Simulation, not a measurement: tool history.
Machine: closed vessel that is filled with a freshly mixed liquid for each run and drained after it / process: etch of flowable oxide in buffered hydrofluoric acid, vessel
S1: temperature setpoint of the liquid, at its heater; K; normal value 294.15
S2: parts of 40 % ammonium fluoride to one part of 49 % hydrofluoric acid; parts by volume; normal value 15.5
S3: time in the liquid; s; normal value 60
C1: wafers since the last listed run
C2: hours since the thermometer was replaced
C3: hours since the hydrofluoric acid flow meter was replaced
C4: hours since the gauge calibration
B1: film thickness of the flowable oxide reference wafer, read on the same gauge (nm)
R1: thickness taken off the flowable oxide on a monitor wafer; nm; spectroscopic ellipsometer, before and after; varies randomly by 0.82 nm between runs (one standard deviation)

run,hour,S1,S2,S3,C1,C2,C3,C4,B1,R1
1,0,294.15,15.5,60,0,598.3,171.2,131.1,59.99,147.16
2,211.9,297.65,15.5,60,26849,810.2,383.1,343,59.98,177.02
3,290.2,297.65,15.5,60,9921,888.5,461.4,421.3,60.03,176.2
4,367.2,294.15,15.5,60,9756,965.5,538.4,498.3,60.01,144.48
5,416.3,294.15,15.5,60,6221,1014.6,587.5,547.4,60.02,145.03
# hour 428.5: thermometer replaced
6,469.4,294.15,15.5,60,6601,40.9,640.6,600.5,60.01,134.09
7,528.6,294.15,15.5,60,7501,100.1,699.8,659.7,60,134.09
8,603.2,294.15,12,60,9452,174.7,774.4,734.3,60,172.61
# hour 641.1: hydrofluoric acid flow meter replaced
9,646.5,294.15,11.5,60,5359,218,5.4,777.6,60,191.99
10,693.2,294.15,11.5,80,5917,264.7,52.1,824.3,59.99,254.57
11,776.7,294.15,15.5,60,10580,348.2,135.6,907.8,60.01,143.4
12,834.7,294.15,19,45,7349,406.2,193.6,965.8,60,88.31
13,913.3,291.65,15.5,75,9959,484.8,272.2,1044.4,60.03,155.35
# hour 956.6: gauge calibrated
14,957.1,291.65,15.5,90,5549,528.6,316,0.5,60.02,183.52
15,1004.2,294.15,15.5,60,5967,575.7,363.1,47.6,60,142.53
16,1111,296.15,15.5,90,13532,682.5,469.9,154.4,60.03,238.15
17,1204.1,294.15,15.5,60,11796,775.6,563,247.5,60,141.28

Consider 3 possible next runs. They are alternatives, not a sequence: every one starts from the tool as it was left by run 17. What does each give?
A,1204.8,294.15,20,60,88,776.3,563.7,248.2,?,?
B,1204.8,294.15,21,60,88,776.3,563.7,248.2,?,?
C,1204.8,298.15,17.5,35,88,776.3,563.7,248.2,?,?

run,B1,R1
A,60.02,112.21
B,60.02,108.5
C,60.02,91.16
With the hidden condition removed and each run's random variation left untouched, the same runs would have given:
run,R1
A,110.1
B,106.46
C,91.32

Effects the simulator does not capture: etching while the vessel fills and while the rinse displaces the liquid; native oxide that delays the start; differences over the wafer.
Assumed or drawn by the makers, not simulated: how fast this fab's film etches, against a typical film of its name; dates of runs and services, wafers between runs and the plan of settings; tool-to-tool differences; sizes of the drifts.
